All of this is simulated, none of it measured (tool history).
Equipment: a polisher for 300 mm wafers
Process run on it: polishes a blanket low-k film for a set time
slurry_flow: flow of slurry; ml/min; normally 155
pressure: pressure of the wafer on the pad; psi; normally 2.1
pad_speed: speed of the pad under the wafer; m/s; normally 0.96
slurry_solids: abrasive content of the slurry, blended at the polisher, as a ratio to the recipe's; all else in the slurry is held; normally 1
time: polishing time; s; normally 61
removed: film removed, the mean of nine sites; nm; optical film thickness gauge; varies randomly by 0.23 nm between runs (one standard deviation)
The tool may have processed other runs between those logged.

run     day  slurry_flow  pressure  pad_speed  slurry_solids  time  wafers since the last listed run  wafers polished on this pad  hours since the slurry nozzle was cleaned  hours since the head pressure was calibrated  hours since the slurry blender was calibrated  hours since the conditioning disc was replaced  incoming thickness of the incoming film, nm  removed
  1       0          155       2.1       0.96              1    61                                 0                         1766                                       13.8                                         462.6                                          239.9                                           280.9                                        392.1     24.7
      0.971  -- head pressure recalibrated
  2   1.483          155       2.1       0.96              1    61                               415                         2181                                       49.4                                          12.3                                          275.5                                           316.5                                        388.7     23.1
  3   4.483          155       2.1       0.96              1    61                               890                         3072                                      121.4                                          84.3                                          347.5                                           388.5                                        385.6     23.7
      6.696  -- slurry blender recalibrated
  4   6.725          155       2.1       0.96              1    61                               640                         3713                                      175.2                                         138.1                                            0.7                                           442.3                                        396.1     23.8
      7.221  -- conditioning disc replaced and pad reconditioned
  5   9.262          155       2.1       0.96              1    61                               728                         4441                                      236.1                                           199                                           61.6                                              49                                        388.6       24
     10.658  -- worn pad replaced by a new one
  6  13.304          155       2.5       0.96              1    61                              1150                          785                                      333.1                                           296                                          158.6                                             146                                        383.8       29
  7  14.954          155       2.1       0.96              1    61                               489                         1275                                      372.7                                         335.6                                          198.2                                           185.6                                        391.6     24.8
  8  17.838          155       2.1       0.96              1    61                               855                         2131                                      441.9                                         404.8                                          267.4                                           254.8                                        382.7     25.4
     18.112  -- slurry nozzle cleaned
     18.142  -- head pressure recalibrated
  9  19.008          155       2.1       0.96              1    61                               326                         2458                                       21.5                                          20.8                                          295.5                                           282.9                                        397.7     22.6
 10  20.279          120       2.7       1.18              1    53                               377                         2835                                         52                                          51.3                                            326                                           313.4                                        383.8     28.7
 11  21.729          155       2.1       0.84              1    61                               430                         3265                                       86.8                                          86.1                                          360.8                                           348.2                                        391.9     21.2
 12  23.038          190       2.1       0.96            1.1    61                               388                         3654                                      118.2                                         117.5                                          392.2                                           379.6                                        398.7       25
     23.358  -- conditioning disc replaced and pad reconditioned
     23.688  -- slurry blender recalibrated
 13  24.212          155       2.3       0.96              1    41                               299                         3953                                      146.4                                         145.7                                           12.6                                            20.5                                        396.9       18
     26.421  -- worn pad replaced by a new one
 14  26.442          155       2.1       0.96              1    61                               612                            5                                      199.9                                         199.2                                           66.1                                              74                                        391.6     24.7
 15  28.379          155       2.1       0.96            1.1    61                               575                          580                                      246.4                                         245.7                                          112.6                                           120.5                                        390.6     25.3
 16  31.012          155       2.1       0.96           1.15    77                               781                         1362                                      309.6                                         308.9                                          175.8                                           183.7                                        389.6       32
 17  33.221          155       2.1       0.96              1    61                               655                         2017                                      362.6                                         361.9                                          228.8                                           236.7                                        391.4     24.9
     34.475  -- slurry nozzle cleaned
     34.738  -- head pressure recalibrated
 18  35.788          155       2.1       0.96              1    61                               724                         2742                                       31.5                                          25.2                                          290.4                                           298.3                                          391     22.8
 19  36.992          155       1.4       0.96           1.15    66                               357                         3100                                       60.4                                          54.1                                          319.3                                           327.2                                        388.4     17.2
       37.6  -- conditioning disc replaced and pad reconditioned
     38.308  -- slurry blender recalibrated
 20  43.633          155       2.1       0.96              1    61                              1922                         5022                                      219.8                                         213.5                                          127.8                                           144.8                                        391.5     23.8
     44.717  -- worn pad replaced by a new one
 21  45.862          135       2.1       0.96            0.8    61                               612                          339                                      273.3                                           267                                          181.3                                           198.3                                        393.9     22.7
 22  48.242          155       1.6       0.96              1    53                               706                         1045                                      330.4                                         324.1                                          238.4                                           255.4                                        388.2     16.2
 23  49.625          105       2.1       0.96            1.3    74                               410                         1456                                      363.6                                         357.3                                          271.6                                           288.6                                        393.2     28.7
     50.912  -- slurry nozzle cleaned
     51.783  -- head pressure recalibrated
 24  52.371          105       2.6       0.96           0.85    80                               777                         2234                                         35                                          14.1                                          337.5                                           354.5                                        394.7     33.1
     53.629  -- conditioning disc replaced and pad reconditioned
     54.579  -- slurry blender recalibrated
 25  54.938          155       2.7       1.18              1    61                               712                         2946                                       96.6                                          75.7                                            8.6                                            31.4                                        391.8     36.3
     61.354  -- worn pad replaced by a new one
 26  62.254          155       2.1       0.96            1.2    61                              2122                          267                                      272.2                                         251.3                                          184.2                                             207                                        382.6     25.6

Forecast each of these 3 alternatives for the next run:
  A  62.271          155       2.1       0.96           1.25    61                                 4                          272                                      272.6                                         251.7                                          184.6                                           207.4                                          397        ?
  B  62.271          155       2.1       1.06              1    61                                 4                          272                                      272.6                                         251.7                                          184.6                                           207.4                                          397        ?
  C  62.271          115       2.1       0.96              1    61                                 4                          272                                      272.6                                         251.7                                          184.6                                           207.4                                          397        ?

run  removed
  A     26.5
  B     27.2
  C     23.5
With the hidden condition removed and each run's random variation left untouched, the same runs would have given:
run  removed
  A     23.9
  B     24.6
  C     21.3
